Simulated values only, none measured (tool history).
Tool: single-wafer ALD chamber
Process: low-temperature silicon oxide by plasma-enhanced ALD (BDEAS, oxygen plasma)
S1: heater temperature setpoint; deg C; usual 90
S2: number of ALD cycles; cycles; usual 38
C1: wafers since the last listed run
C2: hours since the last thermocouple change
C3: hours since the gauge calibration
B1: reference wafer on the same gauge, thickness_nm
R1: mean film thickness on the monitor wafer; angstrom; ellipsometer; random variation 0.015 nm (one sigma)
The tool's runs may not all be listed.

Run 1, hour 0: usual settings but S1 99 deg C; C1 0; C2 2670.1; C3 288.8; B1 7.004. Result: R1 56.91 angstrom.
Run 2, hour 8: usual settings but S1 100 deg C; C1 59; C2 2678.1; C3 296.8; B1 7.005. Result: R1 56.73 angstrom.
Run 3, hour 20.7: usual settings but S1 100 deg C; C1 93; C2 2690.8; C3 309.5; B1 6.994. Result: R1 57.22 angstrom.
Run 4, hour 30.4: usual settings; C1 71; C2 2700.5; C3 319.2; B1 7.004. Result: R1 59.12 angstrom.
Run 5, hour 38.4: usual settings; C1 59; C2 2708.5; C3 327.2; B1 7.002. Result: R1 59.36 angstrom.
Run 6, hour 56.2: usual settings; C1 131; C2 2726.3; C3 345; B1 6.998. Result: R1 58.92 angstrom.
Run 7, hour 72.7: usual settings but S1 81 deg C; C1 121; C2 2742.8; C3 361.5; B1 7. Result: R1 61.31 angstrom.
Run 8, hour 87.8: usual settings but S1 81 deg C; C1 111; C2 2757.9; C3 376.6; B1 7.001. Result: R1 61.18 angstrom.
Run 9, hour 101.4: usual settings but S1 81 deg C; C1 100; C2 2771.5; C3 390.2; B1 7.001. Result: R1 61.35 angstrom.
Run 10, hour 119.3: usual settings; C1 132; C2 2789.4; C3 408.1; B1 7.001. Result: R1 58.93 angstrom.
Run 11, hour 135.3: usual settings; C1 118; C2 2805.4; C3 424.1; B1 7. Result: R1 59.09 angstrom.
Run 12, hour 150.8: usual settings; C1 114; C2 2820.9; C3 439.6; B1 7. Result: R1 59.19 angstrom.
Run 13, hour 163.2: usual settings but S1 86 deg C; C1 91; C2 2833.3; C3 452; B1 6.996. Result: R1 60.19 angstrom.
Run 14, hour 174.3: usual settings but S2 35 cycles; C1 81; C2 2844.4; C3 463.1; B1 6.997. Result: R1 54.71 angstrom.
Run 15, hour 180.7: usual settings but S2 35 cycles; C1 47; C2 2850.8; C3 469.5; B1 7.003. Result: R1 54.57 angstrom.
Run 16, hour 195.2: usual settings but S2 34 cycles; C1 107; C2 2865.3; C3 484; B1 7.002. Result: R1 52.78 angstrom.
At hour 207.7: gauge calibrated.
Run 17, hour 212.4: usual settings; C1 127; C2 2882.5; C3 4.7; B1 6.999. Result: R1 59.33 angstrom.
Run 18, hour 228: usual settings; C1 115; C2 2898.1; C3 20.3; B1 6.996. Result: R1 59.16 angstrom.
Run 19, hour 242.6: usual settings but S1 84 deg C, S2 34 cycles; C1 107; C2 2912.7; C3 34.9; B1 6.998. Result: R1 54.36 angstrom.
At hour 259.9: thermocouple changed; heater temperature recalibrated.
Run 20, hour 260.4: usual settings but S1 84 deg C, S2 34 cycles; C1 72; C2 0.5; C3 52.7; B1 6.995. Result: R1 54.41 angstrom.
Run 21, hour 271.6: usual settings but S1 97 deg C, S2 31 cycles; C1 82; C2 11.7; C3 63.9; B1 7.001. Result: R1 46.89 angstrom.
Run 22, hour 288.7: usual settings but S1 99 deg C, S2 41 cycles; C1 126; C2 28.8; C3 81; B1 7.002. Result: R1 61.32 angstrom.
Run 23, hour 296.5: usual settings; C1 57; C2 36.6; C3 88.8; B1 6.998. Result: R1 59.16 angstrom.
Run 24, hour 303.8: usual settings but S1 77 deg C, S2 45 cycles; C1 53; C2 43.9; C3 96.1; B1 7. Result: R1 73.72 angstrom.
Run 25, hour 314.2: usual settings but S2 41 cycles; C1 76; C2 54.3; C3 106.5; B1 7.001. Result: R1 63.72 angstrom.
Run 26, hour 325.8: usual settings; C1 85; C2 65.9; C3 118.1; B1 7. Result: R1 59.11 angstrom.
Run 27, hour 339.1: usual settings but S1 103 deg C, S2 46 cycles; C1 98; C2 79.2; C3 131.4; B1 7.005. Result: R1 68.43 angstrom.
Run 28, hour 356.6: usual settings; C1 129; C2 96.7; C3 148.9; B1 7. Result: R1 59.36 angstrom.
Run 29, hour 366.5: usual settings but S1 78 deg C, S2 31 cycles; C1 73; C2 106.6; C3 158.8; B1 6.994. Result: R1 50.52 angstrom.
Run 30, hour 376.1: usual settings but S1 104 deg C, S2 31 cycles; C1 70; C2 116.2; C3 168.4; B1 6.997. Result: R1 45.94 angstrom.
Run 31, hour 388.3: usual settings but S1 96 deg C, S2 31 cycles; C1 90; C2 128.4; C3 180.6; B1 6.997. Result: R1 47.19 angstrom.
Run 32, hour 394.5: usual settings but S1 81 deg C, S2 33 cycles; C1 45; C2 134.6; C3 186.8; B1 7. Result: R1 53.45 angstrom.
Run 33, hour 409.1: usual settings but S1 94 deg C; C1 107; C2 149.2; C3 201.4; B1 7.001. Result: R1 58.22 angstrom.
Run 34, hour 421.4: usual settings but S1 85 deg C; C1 90; C2 161.5; C3 213.7; B1 7. Result: R1 60.25 angstrom.
Run 35, hour 438.7: usual settings but S2 40 cycles; C1 127; C2 178.8; C3 231; B1 7.001. Result: R1 62.29 angstrom.
Run 36, hour 453.5: usual settings but S1 75 deg C, S2 40 cycles; C1 109; C2 193.6; C3 245.8; B1 7. Result: R1 66.09 angstrom.
Run 37, hour 472.7: usual settings but S1 76 deg C, S2 31 cycles; C1 141; C2 212.8; C3 265; B1 6.998. Result: R1 50.76 angstrom.

3 ways to go on from here, each from the tool as it stands after run 37. What would each give?
Run A, hour 473.2: usual settings; C1 3; C2 213.3; C3 265.5; B1 ?. Result: R1 ?.
Run B, hour 473.2: usual settings but S1 80 deg C, S2 33 cycles; C1 3; C2 213.3; C3 265.5; B1 ?. Result: R1 ?.
Run C, hour 473.2: usual settings but S1 81 deg C, S2 43 cycles; C1 3; C2 213.3; C3 265.5; B1 ?. Result: R1 ?.

run     B1     R1
  A  7.002  58.99
  B  7.002  53.26
  C  7.002  69.13
Without the tool's hidden state the same runs would have given:
run     R1
  A  58.99
  B  53.26
  C  69.13

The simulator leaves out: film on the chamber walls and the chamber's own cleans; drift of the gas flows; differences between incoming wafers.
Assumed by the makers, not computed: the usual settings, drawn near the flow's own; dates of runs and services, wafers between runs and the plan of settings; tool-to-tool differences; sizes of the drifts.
